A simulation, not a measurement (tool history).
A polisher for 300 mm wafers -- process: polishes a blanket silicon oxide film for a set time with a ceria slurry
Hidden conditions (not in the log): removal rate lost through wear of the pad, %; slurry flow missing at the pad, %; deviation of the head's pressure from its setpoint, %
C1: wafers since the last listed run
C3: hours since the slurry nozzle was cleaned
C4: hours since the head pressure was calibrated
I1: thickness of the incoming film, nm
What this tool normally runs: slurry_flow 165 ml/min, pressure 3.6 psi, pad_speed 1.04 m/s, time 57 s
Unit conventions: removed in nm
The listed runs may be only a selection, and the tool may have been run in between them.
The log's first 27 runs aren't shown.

{"day": 63.05, "done": "slurry nozzle cleaned"}
{"run": 28, "day": 64.808, "slurry_flow": 165, "pressure": 3.6, "pad_speed": 1.04, "time": 57, "C1": 532, "wafers polished on this pad": 539, "C3": 42.2, "C4": 335.7, "I1": 830.9, "removed": 256.0}
{"run": 29, "day": 67.212, "slurry_flow": 165, "pressure": 4.8, "pad_speed": 1.04, "time": 57, "C1": 718, "wafers polished on this pad": 1257, "C3": 99.9, "C4": 393.4, "I1": 839.3, "removed": 321.5}
{"run": 30, "day": 68.642, "slurry_flow": 130, "pressure": 4.9, "pad_speed": 0.7, "time": 76, "C1": 426, "wafers polished on this pad": 1684, "C3": 134.2, "C4": 427.7, "I1": 827.3, "removed": 279.9}
{"run": 31, "day": 70.996, "slurry_flow": 200, "pressure": 2.7, "pad_speed": 0.8, "time": 67, "C1": 703, "wafers polished on this pad": 2387, "C3": 190.7, "C4": 484.2, "I1": 849.5, "removed": 189.0}
{"run": 32, "day": 72.808, "slurry_flow": 105, "pressure": 3.6, "pad_speed": 1.3, "time": 57, "C1": 541, "wafers polished on this pad": 2928, "C3": 234.2, "C4": 527.7, "I1": 832.8, "removed": 280.1}
{"run": 33, "day": 74.388, "slurry_flow": 165, "pressure": 3.6, "pad_speed": 1.04, "time": 57, "C1": 471, "wafers polished on this pad": 3400, "C3": 272.1, "C4": 565.6, "I1": 842.6, "removed": 248.5}
{"run": 34, "day": 75.462, "slurry_flow": 205, "pressure": 2.3, "pad_speed": 0.68, "time": 44, "C1": 321, "wafers polished on this pad": 3721, "C3": 297.9, "C4": 591.4, "I1": 848.0, "removed": 94.9}
{"run": 35, "day": 76.767, "slurry_flow": 215, "pressure": 2.6, "pad_speed": 0.86, "time": 70, "C1": 389, "wafers polished on this pad": 4111, "C3": 329.2, "C4": 622.7, "I1": 826.5, "removed": 205.7}
{"run": 36, "day": 78.617, "slurry_flow": 165, "pressure": 4.1, "pad_speed": 1.4, "time": 57, "C1": 552, "wafers polished on this pad": 4663, "C3": 373.6, "C4": 667.1, "I1": 840.8, "removed": 366.6}
{"run": 37, "day": 81.367, "slurry_flow": 130, "pressure": 4.5, "pad_speed": 1.22, "time": 50, "C1": 821, "wafers polished on this pad": 5485, "C3": 439.6, "C4": 733.1, "I1": 835.3, "removed": 284.2}
{"run": 38, "day": 84.217, "slurry_flow": 210, "pressure": 4.5, "pad_speed": 0.9, "time": 73, "C1": 851, "wafers polished on this pad": 6336, "C3": 508.0, "C4": 801.5, "I1": 845.6, "removed": 327.8}

Each row is a separate what-if for the run after 38, all from the same tool condition, not one after another. Results?
{"run": "A", "day": 84.233, "slurry_flow": 165, "pressure": 3.6, "pad_speed": 1.04, "time": 57, "C1": 4, "wafers polished on this pad": 6341, "C3": 508.4, "C4": 801.9, "I1": 828.3, "removed": "?"}
{"run": "B", "day": 84.233, "slurry_flow": 140, "pressure": 3.6, "pad_speed": 1.04, "time": 57, "C1": 4, "wafers polished on this pad": 6341, "C3": 508.4, "C4": 801.9, "I1": 828.3, "removed": "?"}
{"run": "C", "day": 84.233, "slurry_flow": 165, "pressure": 2.8, "pad_speed": 1.04, "time": 57, "C1": 4, "wafers polished on this pad": 6341, "C3": 508.4, "C4": 801.9, "I1": 828.3, "removed": "?"}

run=A removed=237.7
run=B removed=231.2
run=C removed=197.7
With the hidden condition removed and each run's random variation left untouched, the same runs would have given:
run=A removed=255.4
run=B removed=248.4
run=C removed=212.4
